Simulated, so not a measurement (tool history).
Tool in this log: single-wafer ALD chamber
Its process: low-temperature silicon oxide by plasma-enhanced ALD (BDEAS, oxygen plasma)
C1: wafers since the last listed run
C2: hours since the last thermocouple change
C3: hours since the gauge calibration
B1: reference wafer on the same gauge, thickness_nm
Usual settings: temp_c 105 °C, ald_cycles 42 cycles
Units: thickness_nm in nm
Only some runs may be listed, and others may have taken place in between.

Run 1, day 0: usual settings; C1 0; C2 1776; C3 332; B1 6.692. Result: thickness_nm 6.074 nm.
Run 2, day 0.954: usual settings; C1 215; C2 1798.9; C3 354.9; B1 6.693. Result: thickness_nm 6.055 nm.
Run 3, day 2.392: usual settings; C1 325; C2 1833.4; C3 389.4; B1 6.696. Result: thickness_nm 6.048 nm.
Run 4, day 3.229: usual settings; C1 189; C2 1853.5; C3 409.5; B1 6.704. Result: thickness_nm 6.049 nm.
Run 5, day 4.238: usual settings; C1 228; C2 1877.7; C3 433.7; B1 6.706. Result: thickness_nm 6.082 nm.
Run 6, day 5.012: usual settings; C1 175; C2 1896.3; C3 452.3; B1 6.714. Result: thickness_nm 6.066 nm.
Run 7, day 5.612: usual settings but temp_c 113 °C, ald_cycles 44 cycles; C1 135; C2 1910.7; C3 466.7; B1 6.722. Result: thickness_nm 6.238 nm.
At day 7.258: gauge calibrated.
Run 8, day 9.858: usual settings; C1 961; C2 2012.6; C3 62.4; B1 6.665. Result: thickness_nm 6.036 nm.
Run 9, day 11.125: usual settings; C1 286; C2 2043; C3 92.8; B1 6.657. Result: thickness_nm 6.03 nm.
Run 10, day 12.117: usual settings but ald_cycles 46 cycles; C1 224; C2 2066.8; C3 116.6; B1 6.664. Result: thickness_nm 6.624 nm.
At day 12.912: thermocouple changed; heater temperature recalibrated.
Run 11, day 13.375: usual settings but temp_c 110 °C, ald_cycles 39 cycles; C1 209; C2 11.1; C3 146.8; B1 6.661. Result: thickness_nm 5.522 nm.
Run 12, day 14.05: usual settings but temp_c 101 °C, ald_cycles 34 cycles; C1 152; C2 27.3; C3 163; B1 6.671. Result: thickness_nm 4.904 nm.
Run 13, day 17.383: usual settings but ald_cycles 50 cycles; C1 754; C2 107.3; C3 243; B1 6.672. Result: thickness_nm 7.206 nm.
Run 14, day 18.071: usual settings but temp_c 115 °C, ald_cycles 46 cycles; C1 155; C2 123.8; C3 259.5; B1 6.676. Result: thickness_nm 6.448 nm.

Expected results for the next run?
Run 15, day 19.438: usual settings but temp_c 113 °C, ald_cycles 47 cycles; C1 309; C2 156.6; C3 292.3; B1 ?. Result: thickness_nm ?.

B1: 6.678
thickness_nm: 6.633 nm
The same run, on a tool lacking any hidden state, would have yielded thickness_nm 6.613 nm.
